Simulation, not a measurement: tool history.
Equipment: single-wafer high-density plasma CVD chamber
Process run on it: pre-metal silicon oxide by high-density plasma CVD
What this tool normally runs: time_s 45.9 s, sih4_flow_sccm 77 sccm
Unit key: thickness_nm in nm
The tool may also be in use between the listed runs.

| run | hour | time_s | sih4_flow_sccm | wafers since the last listed run | hours since the silane flow controller was replaced | hours since the gauge calibration | read-back reference wafer on the same gauge, thickness_nm | thickness_nm |
|---|---|---|---|---|---|---|---|---|
| 1 | 0 | 45.9 | 77 | 0 | 2593.8 | 428.4 | 427.051 | 378.254 |
| 2 | 20.7 | 45.9 | 77 | 359 | 2614.5 | 449.1 | 426.987 | 378.429 |
| 3 | 44.6 | 45.9 | 77 | 415 | 2638.4 | 473 | 427.258 | 378.812 |
| 4 | 57.5 | 45.9 | 77 | 224 | 2651.3 | 485.9 | 426.998 | 378.351 |
| 5 | 71.2 | 45.9 | 77 | 237 | 2665 | 499.6 | 426.719 | 379.155 |
| 6 | 95.3 | 45.9 | 66 | 418 | 2689.1 | 523.7 | 426.733 | 346.535 |
| 7 | 119.3 | 45.9 | 77 | 416 | 2713.1 | 547.7 | 426.734 | 378.053 |
| 8 | 147.3 | 45.9 | 77 | 486 | 2741.1 | 575.7 | 427.043 | 379.065 |
| 9 | 175.3 | 45.9 | 77 | 486 | 2769.1 | 603.7 | 427.187 | 380.12 |
| 10 | 199 | 45.9 | 77 | 411 | 2792.8 | 627.4 | 426.654 | 379.375 |
| 11 | 217.4 | 45.9 | 77 | 319 | 2811.2 | 645.8 | 426.942 | 378.308 |
| 12 | 246.8 | 45.9 | 70 | 510 | 2840.6 | 675.2 | 426.544 | 358.856 |
| 13 | 262.8 | 45.9 | 70 | 277 | 2856.6 | 691.2 | 426.932 | 361.095 |
| 14 | 286.8 | 45.9 | 70 | 416 | 2880.6 | 715.2 | 426.862 | 360.537 |
| 15 | 299.1 | 45.9 | 77 | 213 | 2892.9 | 727.5 | 426.367 | 378.844 |
|  | 328.9 | gauge calibrated |
| 16 | 333.2 | 45.9 | 77 | 592 | 2927 | 4.3 | 427.523 | 380.249 |
| 17 | 357.2 | 45.9 | 77 | 416 | 2951 | 28.3 | 427.027 | 378.841 |
| 18 | 388.1 | 51.9 | 77 | 536 | 2981.9 | 59.2 | 426.784 | 427.33 |
| 19 | 417.7 | 45.9 | 64 | 514 | 3011.5 | 88.8 | 426.779 | 341.254 |
| 20 | 448 | 38.8 | 82 | 526 | 3041.8 | 119.1 | 426.973 | 332.015 |
| 21 | 470 | 45.9 | 87 | 382 | 3063.8 | 141.1 | 427.068 | 409.227 |
|  | 504.4 | silane flow controller replaced |
| 22 | 504.9 | 38.6 | 89 | 467 | 0.5 | 176 | 426.967 | 348.08 |
| 23 | 511.9 | 45.9 | 77 | 121 | 7.5 | 183 | 427.29 | 379.769 |
| 24 | 524.1 | 45.9 | 77 | 211 | 19.7 | 195.2 | 427.471 | 378.902 |
| 25 | 544.3 | 39.5 | 84 | 350 | 39.9 | 215.4 | 427.285 | 344.481 |
| 26 | 562.7 | 45.9 | 77 | 319 | 58.3 | 233.8 | 426.888 | 380.919 |
| 27 | 592.4 | 54.8 | 84 | 515 | 88 | 263.5 | 426.9 | 474.276 |
| 28 | 606 | 45.9 | 77 | 236 | 101.6 | 277.1 | 426.619 | 380.825 |
| 29 | 632.9 | 38.6 | 67 | 467 | 128.5 | 304 | 427.165 | 294.965 |
| 30 | 666.8 | 37.4 | 77 | 588 | 162.4 | 337.9 | 426.884 | 308.297 |
| 31 | 694.7 | 45.9 | 77 | 484 | 190.3 | 365.8 | 427.415 | 379.494 |
| 32 | 777.4 | 39.5 | 84 | 1436 | 273 | 448.5 | 427 | 343.862 |
| 33 | 808.6 | 40.5 | 66 | 541 | 304.2 | 479.7 | 427.113 | 306.309 |
| 34 | 830 | 45.9 | 73 | 371 | 325.6 | 501.1 | 426.863 | 367.589 |
| 35 | 859.4 | 50.4 | 70 | 510 | 355 | 530.5 | 426.894 | 394.099 |
| 36 | 876.1 | 45.9 | 77 | 290 | 371.7 | 547.2 | 427.432 | 379.609 |

5 ways to go on from here, each from the tool as it stands after run 36. What would each give?
| A | 876.5 | 45.9 | 72 | 6 | 372.1 | 547.6 | ? | ? |
| B | 876.5 | 49 | 90 | 6 | 372.1 | 547.6 | ? | ? |
| C | 876.5 | 52.2 | 62 | 6 | 372.1 | 547.6 | ? | ? |
| D | 876.5 | 50.2 | 84 | 6 | 372.1 | 547.6 | ? | ? |
| E | 876.5 | 39.1 | 71 | 6 | 372.1 | 547.6 | ? | ? |

| run | read-back reference wafer on the same gauge, thickness_nm | thickness_nm |
|---|---|---|
| A | 426.738 | 364.678 |
| B | 426.738 | 444.037 |
| C | 426.738 | 382.341 |
| D | 426.738 | 436.221 |
| E | 426.738 | 308.225 |
With the hidden condition removed and each run's random variation left untouched, the same runs would have given:
| run | thickness_nm |
|---|---|
| A | 364.678 |
| B | 444.037 |
| C | 382.341 |
| D | 436.221 |
| E | 308.225 |
